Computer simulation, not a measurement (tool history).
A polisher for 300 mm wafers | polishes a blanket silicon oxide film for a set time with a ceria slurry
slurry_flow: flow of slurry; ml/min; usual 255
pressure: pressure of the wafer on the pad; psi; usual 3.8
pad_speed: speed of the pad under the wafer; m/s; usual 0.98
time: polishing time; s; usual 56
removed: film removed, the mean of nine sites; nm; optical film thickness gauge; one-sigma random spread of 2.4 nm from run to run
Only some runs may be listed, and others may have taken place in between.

| run | hour | slurry_flow | pressure | pad_speed | time | incoming thickness of the incoming film, nm | removed |
|---|---|---|---|---|---|---|---|
| 1 | 0.0 | 255 | 3.8 | 0.98 | 56 | 1605.8 | 269.9 |
| 2 | 116.7 | 255 | 3.8 | 0.98 | 56 | 1619.4 | 273.6 |
| 3 | 209.2 | 200 | 3.8 | 0.98 | 56 | 1593.9 | 267.8 |
| 4 | 258.9 | 200 | 3.8 | 0.98 | 56 | 1586.1 | 265.9 |
|  | 298.1 | worn pad replaced by a new one |
| 5 | 314.6 | 255 | 3.8 | 0.98 | 56 | 1594.0 | 277.3 |
| 6 | 367.7 | 255 | 3.8 | 0.98 | 56 | 1601.0 | 273.6 |
|  | 396.1 | slurry nozzle cleaned |
| 7 | 426.8 | 255 | 4.6 | 0.98 | 67 | 1583.3 | 396.7 |
| 8 | 492.9 | 255 | 4.6 | 0.98 | 67 | 1630.2 | 393.4 |
|  | 629.6 | head pressure recalibrated |
| 9 | 698.8 | 255 | 4.6 | 0.98 | 67 | 1613.6 | 405.0 |
| 10 | 742.7 | 255 | 4.4 | 0.76 | 56 | 1607.0 | 248.0 |
| 11 | 843.1 | 255 | 4.4 | 0.76 | 56 | 1583.5 | 244.1 |
| 12 | 934.9 | 255 | 3.8 | 0.98 | 56 | 1581.7 | 276.6 |
|  | 974.3 | worn pad replaced by a new one |
| 13 | 1027.5 | 255 | 3.8 | 0.98 | 56 | 1594.2 | 272.0 |
|  | 1143.5 | slurry nozzle cleaned |
| 14 | 1195.7 | 255 | 3.8 | 0.98 | 56 | 1566.6 | 279.3 |
| 15 | 1293.9 | 255 | 3.8 | 0.98 | 56 | 1592.7 | 277.0 |
|  | 1317.0 | head pressure recalibrated |
| 16 | 1347.9 | 255 | 3.8 | 1.16 | 56 | 1601.0 | 322.1 |
| 17 | 1455.9 | 255 | 3.8 | 1.16 | 56 | 1586.2 | 328.0 |
| 18 | 1495.8 | 255 | 3.8 | 1.16 | 56 | 1587.1 | 320.6 |
|  | 1556.4 | worn pad replaced by a new one |
| 19 | 1590.3 | 255 | 4.9 | 0.98 | 51 | 1599.9 | 319.7 |
| 20 | 1635.6 | 255 | 3.8 | 1.20 | 61 | 1616.1 | 373.0 |
| 21 | 1683.1 | 255 | 3.8 | 0.98 | 46 | 1591.2 | 220.7 |
| 22 | 1746.9 | 295 | 3.2 | 0.82 | 56 | 1587.0 | 192.9 |
| 23 | 1837.0 | 255 | 3.8 | 0.98 | 56 | 1594.1 | 274.3 |
| 24 | 1893.4 | 320 | 3.8 | 1.12 | 56 | 1613.8 | 324.0 |
|  | 1952.8 | slurry nozzle cleaned |
| 25 | 1969.9 | 255 | 3.8 | 0.98 | 56 | 1586.4 | 273.5 |
| 26 | 2035.1 | 255 | 2.7 | 1.10 | 56 | 1619.3 | 219.7 |
|  | 2100.0 | head pressure recalibrated |
|  | 2189.1 | worn pad replaced by a new one |
| 27 | 2242.5 | 255 | 3.8 | 0.98 | 56 | 1607.9 | 273.3 |
| 28 | 2346.6 | 255 | 3.8 | 1.16 | 56 | 1586.1 | 327.3 |
| 29 | 2454.4 | 255 | 3.8 | 1.22 | 68 | 1586.8 | 416.4 |
| 30 | 2544.9 | 255 | 3.0 | 0.70 | 56 | 1585.1 | 154.7 |
| 31 | 2582.8 | 255 | 3.1 | 0.98 | 47 | 1624.3 | 185.2 |
|  | 2606.2 | slurry nozzle cleaned |
| 32 | 2666.3 | 255 | 3.8 | 0.98 | 56 | 1594.2 | 272.5 |
| 33 | 2704.2 | 230 | 3.8 | 0.98 | 62 | 1573.5 | 299.1 |
|  | 2732.4 | worn pad replaced by a new one |
| 34 | 2810.1 | 255 | 3.8 | 0.98 | 56 | 1591.9 | 276.1 |
| 35 | 2870.2 | 195 | 3.8 | 1.08 | 37 | 1590.4 | 193.4 |
|  | 2884.9 | head pressure recalibrated |
| 36 | 2956.2 | 255 | 3.8 | 0.98 | 56 | 1588.9 | 274.3 |

Branching from run 36: 4 alternative next runs. What would each branch give?
| A | 2956.6 | 255 | 3.8 | 0.98 | 56 | 1604.8 | ? |
| B | 2956.6 | 165 | 2.6 | 1.08 | 63 | 1604.8 | ? |
| C | 2956.6 | 195 | 3.1 | 0.98 | 48 | 1604.8 | ? |
| D | 2956.6 | 255 | 4.4 | 0.98 | 56 | 1604.8 | ? |

| run | removed |
|---|---|
| A | 273.8 |
| B | 217.7 |
| C | 184.7 |
| D | 317.1 |
With no hidden state in the tool, these same runs would have given:
| run | removed |
|---|---|
| A | 273.8 |
| B | 217.7 |
| C | 184.7 |
| D | 317.1 |
